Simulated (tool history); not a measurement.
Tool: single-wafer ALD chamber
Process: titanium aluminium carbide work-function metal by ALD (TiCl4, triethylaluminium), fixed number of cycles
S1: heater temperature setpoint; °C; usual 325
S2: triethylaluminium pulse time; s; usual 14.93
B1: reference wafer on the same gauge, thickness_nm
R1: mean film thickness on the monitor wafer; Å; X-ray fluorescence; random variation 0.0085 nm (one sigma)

Run 1, hour 0.0: usual settings but S1 316 °C; B1 2.008. Result: R1 22.32 Å.
Run 2, hour 55.7: usual settings but S1 316 °C; B1 2.012. Result: R1 22.31 Å.
Run 3, hour 123.7: usual settings; B1 2.009. Result: R1 23.03 Å.
Run 4, hour 179.1: usual settings; B1 2.007. Result: R1 22.92 Å.
Run 5, hour 232.7: usual settings; B1 2.012. Result: R1 23.07 Å.
Run 6, hour 281.9: usual settings; B1 2.012. Result: R1 22.87 Å.
Run 7, hour 307.3: usual settings; B1 2.012. Result: R1 22.80 Å.
Run 8, hour 362.1: usual settings but S1 332 °C, S2 13.31 s; B1 2.008. Result: R1 22.74 Å.
Run 9, hour 412.8: usual settings but S1 332 °C, S2 13.31 s; B1 2.009. Result: R1 22.52 Å.
Run 10, hour 453.8: usual settings but S2 17.83 s; B1 2.014. Result: R1 23.21 Å.
Run 11, hour 507.9: usual settings but S1 333 °C, S2 16.24 s; B1 2.010. Result: R1 23.59 Å.
Run 12, hour 532.1: usual settings but S1 333 °C, S2 16.24 s; B1 2.005. Result: R1 23.65 Å.
Run 13, hour 556.3: usual settings but S1 333 °C, S2 16.24 s; B1 2.013. Result: R1 23.62 Å.
Run 14, hour 605.3: usual settings; B1 2.011. Result: R1 22.33 Å.
At hour 643.6: gauge calibrated.
Run 15, hour 672.3: usual settings; B1 2.009. Result: R1 22.29 Å.
Run 16, hour 740.1: usual settings; B1 2.006. Result: R1 22.25 Å.
Run 17, hour 781.3: usual settings; B1 2.013. Result: R1 22.14 Å.
Run 18, hour 828.3: usual settings but S1 335 °C, S2 9.36 s; B1 2.009. Result: R1 16.30 Å.
Run 19, hour 860.1: usual settings but S1 311 °C; B1 2.009. Result: R1 20.52 Å.
Run 20, hour 919.1: usual settings but S1 337 °C, S2 19.85 s; B1 2.009. Result: R1 24.17 Å.
Run 21, hour 962.2: usual settings; B1 2.013. Result: R1 22.00 Å.
At hour 1003.5: showerhead replaced.
At hour 1018.7: thermocouple changed; heater temperature recalibrated.
Run 22, hour 1029.5: usual settings but S1 317 °C, S2 18.20 s; B1 2.013. Result: R1 22.64 Å.
Run 23, hour 1060.9: usual settings but S1 337 °C; B1 2.008. Result: R1 23.82 Å.
Run 24, hour 1122.1: usual settings; B1 2.008. Result: R1 22.52 Å.
Run 25, hour 1150.6: usual settings but S1 340 °C, S2 18.16 s; B1 2.009. Result: R1 24.98 Å.
Run 26, hour 1208.1: usual settings but S1 315 °C, S2 20.44 s; B1 2.008. Result: R1 22.50 Å.
Run 27, hour 1239.1: usual settings; B1 2.009. Result: R1 22.50 Å.
Run 28, hour 1299.0: usual settings; B1 2.012. Result: R1 22.45 Å.
At hour 1338.5: triethylaluminium bottle replaced.
Run 29, hour 1339.0: usual settings but S2 19.18 s; B1 2.010. Result: R1 23.92 Å.
Run 30, hour 1402.6: usual settings; B1 2.010. Result: R1 23.78 Å.
Run 31, hour 1445.2: usual settings; B1 2.012. Result: R1 23.58 Å.
Run 32, hour 1475.3: usual settings but S2 17.18 s; B1 2.010. Result: R1 23.71 Å.
Run 33, hour 1666.1: usual settings but S1 314 °C; B1 2.012. Result: R1 22.31 Å.
Run 34, hour 1730.0: usual settings but S1 335 °C; B1 2.010. Result: R1 24.44 Å.

3 ways to go on from here, each from the tool as it stands after run 34. What would each give?
Run A, hour 1730.4: usual settings but S1 313 °C; B1 ?. Result: R1 ?.
Run B, hour 1730.4: usual settings but S1 315 °C, S2 20.29 s; B1 ?. Result: R1 ?.
Run C, hour 1730.4: usual settings but S2 17.89 s; B1 ?. Result: R1 ?.

run     B1     R1
  A  2.010  22.08
  B  2.010  22.69
  C  2.010  23.69
Without the tool's hidden state the same runs would have given:
run     R1
  A  22.45
  B  22.79
  C  23.85
